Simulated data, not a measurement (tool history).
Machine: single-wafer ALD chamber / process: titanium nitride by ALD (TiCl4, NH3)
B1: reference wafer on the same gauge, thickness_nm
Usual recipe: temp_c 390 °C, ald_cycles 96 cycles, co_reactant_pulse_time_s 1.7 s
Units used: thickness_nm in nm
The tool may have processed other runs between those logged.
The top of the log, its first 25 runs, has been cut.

-- hour=1760.4 thermocouple changed; heater temperature recalibrated
run 26 hour=1760.9 | temp_c=390 ald_cycles=89 co_reactant_pulse_time_s=1.53 | B1=2.035 | thickness_nm=1.949
run 27 hour=1802.8 | temp_c=380 ald_cycles=105 co_reactant_pulse_time_s=2.09 | B1=2.033 | thickness_nm=2.312
run 28 hour=1942.6 | temp_c=390 ald_cycles=96 co_reactant_pulse_time_s=1.7 | B1=2.031 | thickness_nm=2.115
run 29 hour=2090.9 | temp_c=387 ald_cycles=96 co_reactant_pulse_time_s=1.7 | B1=2.03 | thickness_nm=2.116
run 30 hour=2142.5 | temp_c=377 ald_cycles=83 co_reactant_pulse_time_s=1.18 | B1=2.025 | thickness_nm=1.746
run 31 hour=2189.5 | temp_c=375 ald_cycles=96 co_reactant_pulse_time_s=1.7 | B1=2.026 | thickness_nm=2.07
run 32 hour=2236.7 | temp_c=397 ald_cycles=104 co_reactant_pulse_time_s=1.7 | B1=2.025 | thickness_nm=2.298
run 33 hour=2287.3 | temp_c=402 ald_cycles=78 co_reactant_pulse_time_s=1.24 | B1=2.024 | thickness_nm=1.702
run 34 hour=2351 | temp_c=404 ald_cycles=104 co_reactant_pulse_time_s=1.11 | B1=2.025 | thickness_nm=2.266
run 35 hour=2378.4 | temp_c=384 ald_cycles=115 co_reactant_pulse_time_s=1.9 | B1=2.025 | thickness_nm=2.526
run 36 hour=2415.7 | temp_c=385 ald_cycles=84 co_reactant_pulse_time_s=2.21 | B1=2.024 | thickness_nm=1.874
run 37 hour=2469.1 | temp_c=400 ald_cycles=96 co_reactant_pulse_time_s=1.21 | B1=2.018 | thickness_nm=2.08
run 38 hour=2508.9 | temp_c=398 ald_cycles=110 co_reactant_pulse_time_s=2.19 | B1=2.02 | thickness_nm=2.475
run 39 hour=2562 | temp_c=381 ald_cycles=91 co_reactant_pulse_time_s=1.39 | B1=2.02 | thickness_nm=1.964
run 40 hour=2625.8 | temp_c=400 ald_cycles=79 co_reactant_pulse_time_s=2.04 | B1=2.02 | thickness_nm=1.77

4 options for the next run, each taken on its own from the tool as it stands now. Forecast them:
run A hour=2626.4 | temp_c=390 ald_cycles=82 co_reactant_pulse_time_s=1.7 | B1=? | thickness_nm=?
run B hour=2626.4 | temp_c=399 ald_cycles=81 co_reactant_pulse_time_s=1.06 | B1=? | thickness_nm=?
run C hour=2626.4 | temp_c=377 ald_cycles=96 co_reactant_pulse_time_s=1.7 | B1=? | thickness_nm=?
run D hour=2626.4 | temp_c=390 ald_cycles=104 co_reactant_pulse_time_s=2.3 | B1=? | thickness_nm=?

run=A B1=2.018 thickness_nm=1.801
run=B B1=2.018 thickness_nm=1.751
run=C B1=2.018 thickness_nm=2.074
run=D B1=2.018 thickness_nm=2.319
Stripped of hidden state, with their random variation kept, the same runs would have yielded:
run=A thickness_nm=1.828
run=B thickness_nm=1.778
run=C thickness_nm=2.106
run=D thickness_nm=2.355

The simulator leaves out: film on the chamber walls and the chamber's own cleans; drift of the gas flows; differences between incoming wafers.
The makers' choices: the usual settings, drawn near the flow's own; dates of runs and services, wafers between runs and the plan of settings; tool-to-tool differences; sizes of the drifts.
